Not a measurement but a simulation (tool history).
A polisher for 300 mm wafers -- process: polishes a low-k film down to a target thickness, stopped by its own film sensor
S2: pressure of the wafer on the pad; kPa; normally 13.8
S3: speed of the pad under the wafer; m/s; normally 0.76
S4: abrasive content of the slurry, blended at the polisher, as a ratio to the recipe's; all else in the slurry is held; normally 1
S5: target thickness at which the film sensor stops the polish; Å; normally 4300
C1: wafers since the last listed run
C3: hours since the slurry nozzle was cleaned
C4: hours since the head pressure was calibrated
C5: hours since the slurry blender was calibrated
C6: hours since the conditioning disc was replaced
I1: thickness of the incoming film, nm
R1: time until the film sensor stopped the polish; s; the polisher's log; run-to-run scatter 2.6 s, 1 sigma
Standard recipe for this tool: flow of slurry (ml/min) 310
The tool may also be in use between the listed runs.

Run 1, hour 0: usual settings but S5 4180 Å; C1 0; wafers polished on this pad 932; C3 40.1; C4 1114.7; C5 232.1; C6 8.6; I1 477.9. Result: R1 160.2 s.
Run 2, hour 17.4: usual settings but S5 4180 Å; C1 146; wafers polished on this pad 1078; C3 57.5; C4 1132.1; C5 249.5; C6 26; I1 476.9. Result: R1 159.9 s.
Run 3, hour 32.2: usual settings but flow of slurry (ml/min) 270, S3 0.68 m/s; C1 124; wafers polished on this pad 1203; C3 72.3; C4 1146.9; C5 264.3; C6 40.8; I1 477.3. Result: R1 140.1 s.
At hour 38: worn pad replaced by a new one.
Run 4, hour 40.2: usual settings but flow of slurry (ml/min) 270, S3 0.68 m/s; C1 33; wafers polished on this pad 18; C3 80.3; C4 1154.9; C5 272.3; C6 48.8; I1 479.7. Result: R1 149 s.
At hour 49.4: slurry blender recalibrated.
Run 5, hour 79.9: usual settings; C1 317; wafers polished on this pad 336; C3 120; C4 1194.6; C5 30.5; C6 88.5; I1 483.1. Result: R1 142.5 s.
At hour 85: head pressure recalibrated.
Run 6, hour 87: usual settings but S3 0.86 m/s, S5 4230 Å; C1 42; wafers polished on this pad 379; C3 127.1; C4 2; C5 37.6; C6 95.6; I1 477. Result: R1 140.6 s.
Run 7, hour 104.2: usual settings but S4 0.7; C1 144; wafers polished on this pad 524; C3 144.3; C4 19.2; C5 54.8; C6 112.8; I1 485.6. Result: R1 169.8 s.
Run 8, hour 113: usual settings but S3 0.54 m/s, S5 4460 Å; C1 74; wafers polished on this pad 598; C3 153.1; C4 28; C5 63.6; C6 121.6; I1 480.1. Result: R1 113.7 s.
Run 9, hour 124.4: usual settings but S2 15.9 kPa, S3 0.96 m/s, S4 0.75, S5 4210 Å; C1 95; wafers polished on this pad 694; C3 164.5; C4 39.4; C5 75; C6 133; I1 470.1. Result: R1 118.4 s.
Run 10, hour 147: usual settings but S2 11 kPa, S3 0.64 m/s; C1 190; wafers polished on this pad 884; C3 187.1; C4 62; C5 97.6; C6 155.6; I1 473.1. Result: R1 151.1 s.
At hour 159.2: worn pad replaced by a new one.
Run 11, hour 159.7: usual settings but S4 0.85; C1 73; wafers polished on this pad 3; C3 199.8; C4 74.7; C5 110.3; C6 168.3; I1 485.2. Result: R1 158.9 s.
Run 12, hour 175.3: usual settings but S3 0.86 m/s, S5 4400 Å; C1 131; wafers polished on this pad 135; C3 215.4; C4 90.3; C5 125.9; C6 183.9; I1 478.1. Result: R1 99.5 s.
Run 13, hour 190: usual settings but flow of slurry (ml/min) 385, S2 11.7 kPa, S3 0.64 m/s, S4 0.85; C1 123; wafers polished on this pad 258; C3 230.1; C4 105; C5 140.6; C6 198.6; I1 480.4. Result: R1 172.9 s.
Run 14, hour 201.5: usual settings but S3 0.94 m/s, S4 0.7; C1 96; wafers polished on this pad 355; C3 241.6; C4 116.5; C5 152.1; C6 210.1; I1 483.4. Result: R1 140.5 s.
Run 15, hour 218.8: usual settings; C1 145; wafers polished on this pad 501; C3 258.9; C4 133.8; C5 169.4; C6 227.4; I1 483.1. Result: R1 145.6 s.
Run 16, hour 231.6: usual settings but S4 1.15; C1 107; wafers polished on this pad 609; C3 271.7; C4 146.6; C5 182.2; C6 240.2; I1 476.6. Result: R1 122.6 s.
Run 17, hour 238.3: usual settings but S2 15.9 kPa, S4 1.25, S5 4170 Å; C1 56; wafers polished on this pad 665; C3 278.4; C4 153.3; C5 188.9; C6 246.9; I1 481.8. Result: R1 159.6 s.
At hour 247.4: conditioning disc replaced and pad reconditioned.
Run 18, hour 250.8: usual settings; C1 88; wafers polished on this pad 753; C3 290.9; C4 165.8; C5 201.4; C6 3.4; I1 478.1. Result: R1 130 s.
Run 19, hour 286: usual settings but S3 0.96 m/s, S4 0.85, S5 4230 Å; C1 296; wafers polished on this pad 1050; C3 326.1; C4 201; C5 236.6; C6 38.6; I1 482.8. Result: R1 150.8 s.
Run 20, hour 295.4: usual settings but flow of slurry (ml/min) 400, S3 0.84 m/s, S4 1.2; C1 79; wafers polished on this pad 1129; C3 335.5; C4 210.4; C5 246; C6 48; I1 478.7. Result: R1 123 s.
At hour 304.5: worn pad replaced by a new one.
Run 21, hour 305.5: usual settings but flow of slurry (ml/min) 215, S4 0.7, S5 4410 Å; C1 51; wafers polished on this pad 8; C3 345.6; C4 220.5; C5 256.1; C6 58.1; I1 482.3. Result: R1 123.9 s.
Run 22, hour 319.8: usual settings but S5 4160 Å; C1 120; wafers polished on this pad 129; C3 359.9; C4 234.8; C5 270.4; C6 72.4; I1 482.7. Result: R1 187.5 s.
At hour 323: slurry blender recalibrated.
Run 23, hour 336.6: usual settings but flow of slurry (ml/min) 230, S2 12.4 kPa, S3 0.82 m/s, S5 4370 Å; C1 124; wafers polished on this pad 253; C3 376.7; C4 251.6; C5 13.6; C6 89.2; I1 480.8. Result: R1 130.4 s.
Run 24, hour 348.4: usual settings but flow of slurry (ml/min) 395, S4 1.15, S5 4140 Å; C1 99; wafers polished on this pad 352; C3 388.5; C4 263.4; C5 25.4; C6 101; I1 474.7. Result: R1 162 s.
Run 25, hour 357.5: usual settings but flow of slurry (ml/min) 400, S3 0.84 m/s, S4 1.2; C1 76; wafers polished on this pad 429; C3 397.6; C4 272.5; C5 34.5; C6 110.1; I1 478.1. Result: R1 117.7 s.
Run 26, hour 364.8: usual settings; C1 61; wafers polished on this pad 491; C3 404.9; C4 279.8; C5 41.8; C6 117.4; I1 473.9. Result: R1 119.4 s.
Run 27, hour 378.1: usual settings but S2 10.3 kPa, S4 1.25; C1 111; wafers polished on this pad 602; C3 418.2; C4 293.1; C5 55.1; C6 130.7; I1 475.7. Result: R1 138.7 s.

Hidden condition of the tool, last listed run before each entry between runs versus first listed run after:
Logged between run 3 and run 4: worn pad replaced by a new one (hour 38)
  no difference in the tool's unlogged condition between these two runs
Logged between run 4 and run 5: slurry blender recalibrated (hour 49.4)
  no difference in the tool's unlogged condition between these two runs
Logged between run 5 and run 6: head pressure recalibrated (hour 85)
  no difference in the tool's unlogged condition between these two runs
Logged between run 10 and run 11: worn pad replaced by a new one (hour 159.2)
  no difference in the tool's unlogged condition between these two runs
Logged between run 17 and run 18: conditioning disc replaced and pad reconditioned (hour 247.4)
  no difference in the tool's unlogged condition between these two runs
Logged between run 20 and run 21: worn pad replaced by a new one (hour 304.5)
  no difference in the tool's unlogged condition between these two runs
Logged between run 22 and run 23: slurry blender recalibrated (hour 323)
  no difference in the tool's unlogged condition between these two runs
